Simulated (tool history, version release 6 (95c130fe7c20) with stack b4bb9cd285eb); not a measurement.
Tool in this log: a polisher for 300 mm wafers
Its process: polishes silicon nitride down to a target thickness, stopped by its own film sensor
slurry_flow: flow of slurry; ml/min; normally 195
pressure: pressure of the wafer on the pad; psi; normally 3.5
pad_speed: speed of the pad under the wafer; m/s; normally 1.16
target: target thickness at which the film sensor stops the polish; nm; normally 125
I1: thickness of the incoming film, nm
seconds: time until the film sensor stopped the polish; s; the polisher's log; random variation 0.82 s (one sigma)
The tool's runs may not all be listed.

Run 1, hour 0.0: usual settings; I1 251.7. Result: seconds 59.6 s.
At hour 29.2: slurry nozzle cleaned.
Run 2, hour 54.3: usual settings; I1 249.4. Result: seconds 58.1 s.
Run 3, hour 113.3: usual settings; I1 246.5. Result: seconds 56.0 s.
Run 4, hour 155.9: usual settings; I1 252.2. Result: seconds 60.7 s.
Run 5, hour 215.9: usual settings; I1 247.1. Result: seconds 57.5 s.
Run 6, hour 382.6: usual settings; I1 248.0. Result: seconds 60.5 s.
Run 7, hour 416.9: usual settings; I1 248.9. Result: seconds 61.5 s.
At hour 449.5: worn pad replaced by a new one.
Run 8, hour 471.8: usual settings; I1 250.3. Result: seconds 57.3 s.
Run 9, hour 583.0: usual settings but pad_speed 1.28 m/s; I1 250.2. Result: seconds 54.6 s.
Run 10, hour 608.2: usual settings but pad_speed 1.28 m/s; I1 247.4. Result: seconds 52.5 s.
At hour 654.4: head pressure recalibrated.
Run 11, hour 654.7: usual settings but pad_speed 1.28 m/s; I1 250.5. Result: seconds 53.7 s.
Run 12, hour 687.1: usual settings but target 147 nm; I1 249.7. Result: seconds 47.9 s.
Run 13, hour 750.8: usual settings but target 147 nm; I1 252.6. Result: seconds 50.1 s.
Run 14, hour 777.4: usual settings; I1 250.5. Result: seconds 60.7 s.
Run 15, hour 801.8: usual settings; I1 250.8. Result: seconds 59.8 s.
Run 16, hour 827.6: usual settings but pressure 2.8 psi, pad_speed 1.02 m/s, target 108 nm; I1 247.4. Result: seconds 91.3 s.
At hour 860.5: slurry nozzle cleaned.
At hour 882.9: worn pad replaced by a new one.
Run 17, hour 883.4: usual settings but slurry_flow 150 ml/min, pressure 4.3 psi; I1 247.1. Result: seconds 47.5 s.
Run 18, hour 930.8: usual settings but pad_speed 1.04 m/s, target 106 nm; I1 248.4. Result: seconds 72.1 s.
Run 19, hour 970.2: usual settings but slurry_flow 245 ml/min, pressure 4.3 psi, pad_speed 1.48 m/s; I1 248.2. Result: seconds 37.0 s.
Run 20, hour 1021.6: usual settings but slurry_flow 225 ml/min, pad_speed 0.98 m/s; I1 254.7. Result: seconds 67.4 s.
Run 21, hour 1089.8: usual settings but pressure 4.2 psi, pad_speed 1.00 m/s, target 100 nm; I1 252.0. Result: seconds 66.9 s.
Run 22, hour 1180.4: usual settings; I1 250.5. Result: seconds 60.0 s.
Run 23, hour 1236.4: usual settings; I1 250.2. Result: seconds 61.2 s.
Run 24, hour 1276.7: usual settings but slurry_flow 215 ml/min, pressure 3.1 psi, pad_speed 1.40 m/s, target 90 nm; I1 247.3. Result: seconds 72.9 s.
Run 25, hour 1330.5: usual settings but slurry_flow 265 ml/min, pressure 3.9 psi, pad_speed 0.86 m/s, target 104 nm; I1 250.0. Result: seconds 78.7 s.
Run 26, hour 1357.1: usual settings but pressure 4.4 psi, pad_speed 0.82 m/s; I1 252.0. Result: seconds 65.5 s.
At hour 1395.4: worn pad replaced by a new one.
Run 27, hour 1405.3: usual settings but target 97 nm; I1 249.4. Result: seconds 70.4 s.
Run 28, hour 1472.5: usual settings but slurry_flow 255 ml/min, pad_speed 1.42 m/s; I1 248.3. Result: seconds 48.2 s.
Run 29, hour 1513.6: usual settings; I1 252.4. Result: seconds 60.0 s.
Run 30, hour 1538.5: usual settings; I1 253.1. Result: seconds 59.3 s.
At hour 1608.4: head pressure recalibrated.
Run 31, hour 1689.4: usual settings but slurry_flow 135 ml/min, pressure 2.5 psi, pad_speed 0.96 m/s; I1 246.4. Result: seconds 99.8 s.
Run 32, hour 1735.7: usual settings but slurry_flow 235 ml/min, pressure 3.2 psi, pad_speed 1.52 m/s; I1 250.1. Result: seconds 51.2 s.
At hour 1737.6: slurry nozzle cleaned.
Run 33, hour 1780.9: usual settings; I1 246.1. Result: seconds 58.6 s.
Run 34, hour 1812.7: usual settings but pressure 4.4 psi, pad_speed 0.98 m/s, target 138 nm; I1 252.2. Result: seconds 50.8 s.
Run 35, hour 1852.6: usual settings; I1 253.0. Result: seconds 63.1 s.
Run 36, hour 1905.4: usual settings; I1 251.4. Result: seconds 63.1 s.

Below are 5 alternative next runs, each starting from the tool's condition after run 36. Predict each:
Run A, hour 1905.8: usual settings but slurry_flow 230 ml/min; I1 248.9. Result: seconds ?.
Run B, hour 1905.8: usual settings but pressure 3.9 psi; I1 248.9. Result: seconds ?.
Run C, hour 1905.8: usual settings but target 109 nm; I1 248.9. Result: seconds ?.
Run D, hour 1905.8: usual settings but slurry_flow 265 ml/min, pressure 4.3 psi, pad_speed 1.44 m/s, target 151 nm; I1 248.9. Result: seconds ?.
Run E, hour 1905.8: usual settings but pad_speed 1.46 m/s, target 158 nm; I1 248.9. Result: seconds ?.

run  seconds
  A     60.7
  B     55.7
  C     70.0
  D     32.4
  E     37.8
Without the tool's hidden state the same runs would have given:
run  seconds
  A     56.3
  B     51.7
  C     64.9
  D     30.1
  E     35.1

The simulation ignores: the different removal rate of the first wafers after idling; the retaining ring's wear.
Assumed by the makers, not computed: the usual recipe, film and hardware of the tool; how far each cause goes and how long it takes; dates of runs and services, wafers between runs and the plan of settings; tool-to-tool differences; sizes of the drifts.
